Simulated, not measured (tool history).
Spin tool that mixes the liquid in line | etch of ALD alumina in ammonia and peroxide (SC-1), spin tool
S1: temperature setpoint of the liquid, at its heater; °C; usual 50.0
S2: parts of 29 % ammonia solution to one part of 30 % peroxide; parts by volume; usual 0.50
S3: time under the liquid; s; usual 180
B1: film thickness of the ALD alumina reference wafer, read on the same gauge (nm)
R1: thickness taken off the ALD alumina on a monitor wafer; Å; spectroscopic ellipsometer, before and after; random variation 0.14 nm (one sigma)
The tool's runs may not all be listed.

{"run": 1, "hour": 0.0, "S1": 50.0, "S2": 0.5, "S3": 180, "B1": 80.0, "R1": 106.8}
{"hour": 19.4, "done": "new drum of ammonia solution connected"}
{"hour": 81.7, "done": "thermometer replaced"}
{"run": 2, "hour": 105.8, "S1": 50.0, "S2": 0.5, "S3": 180, "B1": 80.01, "R1": 115.9}
{"run": 3, "hour": 133.2, "S1": 50.0, "S2": 0.5, "S3": 180, "B1": 79.98, "R1": 118.9}
{"run": 4, "hour": 161.5, "S1": 50.0, "S2": 0.5, "S3": 180, "B1": 79.99, "R1": 118.0}
{"run": 5, "hour": 184.6, "S1": 57.5, "S2": 0.5, "S3": 130, "B1": 80.0, "R1": 127.5}
{"run": 6, "hour": 198.3, "S1": 50.0, "S2": 0.5, "S3": 150, "B1": 80.02, "R1": 95.7}
{"run": 7, "hour": 222.2, "S1": 44.5, "S2": 0.5, "S3": 180, "B1": 80.0, "R1": 84.6}
{"run": 8, "hour": 244.2, "S1": 40.5, "S2": 0.35, "S3": 110, "B1": 80.0, "R1": 39.9}
{"run": 9, "hour": 266.9, "S1": 50.0, "S2": 0.7, "S3": 180, "B1": 80.0, "R1": 119.9}
{"run": 10, "hour": 291.2, "S1": 50.0, "S2": 0.4, "S3": 180, "B1": 79.99, "R1": 112.7}
{"run": 11, "hour": 314.7, "S1": 45.5, "S2": 0.65, "S3": 225, "B1": 80.01, "R1": 113.0}
{"run": 12, "hour": 328.9, "S1": 60.0, "S2": 0.25, "S3": 180, "B1": 80.0, "R1": 184.2}
{"run": 13, "hour": 362.0, "S1": 50.0, "S2": 0.7, "S3": 180, "B1": 80.0, "R1": 119.4}
{"run": 14, "hour": 389.7, "S1": 50.0, "S2": 0.65, "S3": 90, "B1": 80.02, "R1": 59.5}
{"hour": 405.4, "done": "heated supply line repaired"}
{"run": 15, "hour": 408.6, "S1": 54.0, "S2": 0.7, "S3": 180, "B1": 80.0, "R1": 176.0}
{"hour": 434.1, "done": "new drum of ammonia solution connected"}
{"run": 16, "hour": 436.1, "S1": 56.0, "S2": 0.6, "S3": 270, "B1": 79.98, "R1": 286.9}
{"run": 17, "hour": 470.0, "S1": 50.0, "S2": 0.5, "S3": 260, "B1": 80.0, "R1": 196.1}
{"hour": 472.0, "done": "gauge calibrated"}
{"run": 18, "hour": 494.1, "S1": 50.0, "S2": 0.5, "S3": 180, "B1": 80.02, "R1": 134.9}
{"run": 19, "hour": 519.7, "S1": 50.0, "S2": 0.5, "S3": 140, "B1": 80.0, "R1": 104.2}
{"hour": 530.2, "done": "ammonia flow meter replaced"}
{"run": 20, "hour": 553.7, "S1": 50.0, "S2": 0.25, "S3": 180, "B1": 79.99, "R1": 125.6}
{"run": 21, "hour": 575.5, "S1": 50.0, "S2": 0.5, "S3": 180, "B1": 80.01, "R1": 132.5}
{"run": 22, "hour": 608.7, "S1": 50.0, "S2": 0.6, "S3": 105, "B1": 80.01, "R1": 77.6}
{"run": 23, "hour": 644.2, "S1": 50.0, "S2": 0.5, "S3": 180, "B1": 79.99, "R1": 133.4}
{"run": 24, "hour": 751.9, "S1": 50.0, "S2": 0.5, "S3": 180, "B1": 80.01, "R1": 130.7}
{"run": 25, "hour": 787.8, "S1": 50.0, "S2": 0.5, "S3": 180, "B1": 80.0, "R1": 129.8}

Forecast each of these 4 alternatives for the next run:
{"run": "A", "hour": 788.3, "S1": 50.0, "S2": 0.5, "S3": 180, "B1": "?", "R1": "?"}
{"run": "B", "hour": 788.3, "S1": 57.0, "S2": 0.35, "S3": 150, "B1": "?", "R1": "?"}
{"run": "C", "hour": 788.3, "S1": 53.5, "S2": 0.5, "S3": 260, "B1": "?", "R1": "?"}
{"run": "D", "hour": 788.3, "S1": 56.0, "S2": 0.4, "S3": 145, "B1": "?", "R1": "?"}

run=A B1=80.00 R1=129.9
run=B B1=80.00 R1=153.3
run=C B1=80.00 R1=227.7
run=D B1=80.00 R1=142.3
Without the tool's hidden state the same runs would have given:
run=A R1=147.3
run=B R1=172.8
run=C R1=257.3
run=D R1=160.5

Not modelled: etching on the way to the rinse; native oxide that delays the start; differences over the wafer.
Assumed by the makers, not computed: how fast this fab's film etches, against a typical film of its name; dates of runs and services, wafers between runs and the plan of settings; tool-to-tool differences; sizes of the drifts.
